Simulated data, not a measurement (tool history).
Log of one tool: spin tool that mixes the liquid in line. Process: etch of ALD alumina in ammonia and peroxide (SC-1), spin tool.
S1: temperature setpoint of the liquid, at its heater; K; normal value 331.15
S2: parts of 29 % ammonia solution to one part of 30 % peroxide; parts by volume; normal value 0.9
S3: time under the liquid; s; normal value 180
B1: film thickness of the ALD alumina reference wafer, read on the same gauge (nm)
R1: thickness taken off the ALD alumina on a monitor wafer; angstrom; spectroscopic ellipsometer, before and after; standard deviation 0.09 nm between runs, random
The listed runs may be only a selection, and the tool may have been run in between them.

run   hour      S1    S2   S3      B1     R1
  1      0  323.65   0.9  180  140.01    102
      65.2  -- new drum of ammonia solution connected
  2   90.6  331.15   0.9  180  139.99    152
  3  130.3  331.15   0.9  180  140.01  151.3
  4  153.7  331.15   0.9  180     140    152
  5  183.2  322.65   0.9  235  139.97  125.3
       185  -- ammonia flow meter replaced
       193  -- heated supply line repaired
  6  201.7  336.15  0.75  290  140.01  350.7
  7  222.8  323.15  1.05  115  139.98   72.9
     222.8  -- gauge calibrated
  8  245.5  331.15   0.6  140  140.02  128.4
  9  294.7  322.65   0.9  180     140  109.4
 10  310.3  331.15   0.9  180     140  170.2
 11  322.7  331.15   0.9  180     140  171.1
 12  343.6  336.65  0.75  215  139.99  266.4
 13  369.1  334.15   0.9  110  139.99  120.5
 14    404  323.65   0.5  180  140.03  108.6
     411.9  -- thermometer replaced
 15  416.2  331.15   0.9  280  140.01  263.7
     432.3  -- new drum of ammonia solution connected
 16  445.3  331.15  0.75  180  140.02  166.9
 17  464.3  331.15   0.9  180  140.01  171.4
 18  497.8  331.15   0.9  290  140.01  272.1
 19  518.2  331.15   1.2  180     140  174.8
 20  546.9  322.15   1.1  230  139.98  136.3
 21  617.7  341.15   0.9  180  140.02  278.5
 22  650.9  331.15   1.1  180  140.02  172.8
 23  683.8  324.15  1.05  180  140.01  116.9
 24  702.5  331.15   0.9  180  139.99  168.1

5 ways to go on from here, each from the tool as it stands after run 24. What would each give?
  A   703  337.65   0.9  180   ?   ?
  B   703  323.15   1.1   90   ?   ?
  C   703  322.65  0.55  105   ?   ?
  D   703  337.15   0.7  255   ?   ?
  E   703  326.15   0.9  180   ?   ?

run      B1     R1
  A  140.01  234.4
  B  140.01   55.7
  C  140.01   59.2
  D  140.01  316.2
  E  140.01  128.8
With the hidden condition removed and each run's random variation left untouched, the same runs would have given:
run     R1
  A  243.9
  B   58.2
  C   61.8
  D  329.1
  E  134.5
